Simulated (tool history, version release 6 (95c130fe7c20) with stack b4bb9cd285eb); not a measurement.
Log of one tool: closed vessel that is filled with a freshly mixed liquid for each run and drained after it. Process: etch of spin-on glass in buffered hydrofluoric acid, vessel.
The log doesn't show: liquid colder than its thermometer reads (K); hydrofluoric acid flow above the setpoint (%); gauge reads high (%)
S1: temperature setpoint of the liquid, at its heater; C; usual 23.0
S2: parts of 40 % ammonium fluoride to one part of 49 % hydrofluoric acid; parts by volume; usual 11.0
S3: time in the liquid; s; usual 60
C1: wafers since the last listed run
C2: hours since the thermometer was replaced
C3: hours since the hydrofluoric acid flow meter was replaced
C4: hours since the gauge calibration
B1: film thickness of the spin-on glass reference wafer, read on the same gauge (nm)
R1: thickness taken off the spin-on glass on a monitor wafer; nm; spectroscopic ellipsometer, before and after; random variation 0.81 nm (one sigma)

run   hour    S1    S2  S3     C1      C2      C3     C4      B1      R1
  1    0.0  25.5   8.5  60      0  1662.8   789.3  386.6  110.05  132.92
  2   32.8  23.0  11.0  60   4486  1695.6   822.1  419.4  110.02   92.11
  3   58.4  23.0  11.0  60   3501  1721.2   847.7  445.0  110.03   92.72
  4   80.7  23.0  11.0  60   3050  1743.5   870.0  467.3  109.98   91.36
  5   98.6  23.0  11.0  85   2448  1761.4   887.9  485.2  109.98  130.24
  6  126.4  23.0  11.0  85   3802  1789.2   915.7  513.0  109.98  131.46
  7  152.1  23.0  11.0  60   3515  1814.9   941.4  538.7  110.04   92.03
  8  175.7  23.0  11.0  60   3227  1838.5   965.0  562.3  109.98   91.75
  9  204.3  23.0  11.0  60   3911  1867.1   993.6  590.9  110.04   92.24
 10  228.5  23.0  11.0  60   3310  1891.3  1017.8  615.1  109.97   91.74
 11  250.4  23.0  11.0  60   2995  1913.2  1039.7  637.0  109.98   92.10
     268.7  -- thermometer replaced
 12  283.3  25.5   8.5  80   4363    14.6  1072.6  669.9  109.98  175.46
 13  306.2  23.0  11.0  60   3132    37.5  1095.5  692.8  110.02   92.50
 14  323.0  23.0  11.0  60   2297    54.3  1112.3  709.6  110.05   91.79
     342.5  -- gauge calibrated
 15  352.0  23.0  11.0  60   3966    83.3  1141.3    9.5  110.01   91.87
 16  372.0  23.0  11.0  60   2735   103.3  1161.3   29.5  109.97   91.33
 17  402.5  23.0  13.5  45   4171   133.8  1191.8   60.0  109.95   56.38
     415.5  -- hydrofluoric acid flow meter replaced
 18  435.8  20.0  14.0  40   4417   167.1    20.3   93.3  110.00   40.60
 19  451.3  21.0  13.5  60   2120   182.6    35.8  108.8  110.00   67.09
 20  465.2  21.5   8.0  85   1901   196.5    49.7  122.7  110.01  162.08
 21  489.6  20.5  15.0  80   3337   220.9    74.1  147.1  110.03   80.15
 22  510.5  25.0  11.0  60   2858   241.8    95.0  168.0  110.04  102.77
 23  602.4  23.0   7.5  60  12569   333.7   186.9  259.9  110.01  131.62

How the hidden state differs across the entries between the runs, from the last listed run before each to the first after it:
Between runs 11 and 12: thermometer replaced (hour 268.7)
  no hidden state differs between the two runs
Between runs 14 and 15: gauge calibrated (hour 342.5)
  no hidden state differs between the two runs
Between runs 17 and 18: hydrofluoric acid flow meter replaced (hour 415.5)
  no hidden state differs between the two runs

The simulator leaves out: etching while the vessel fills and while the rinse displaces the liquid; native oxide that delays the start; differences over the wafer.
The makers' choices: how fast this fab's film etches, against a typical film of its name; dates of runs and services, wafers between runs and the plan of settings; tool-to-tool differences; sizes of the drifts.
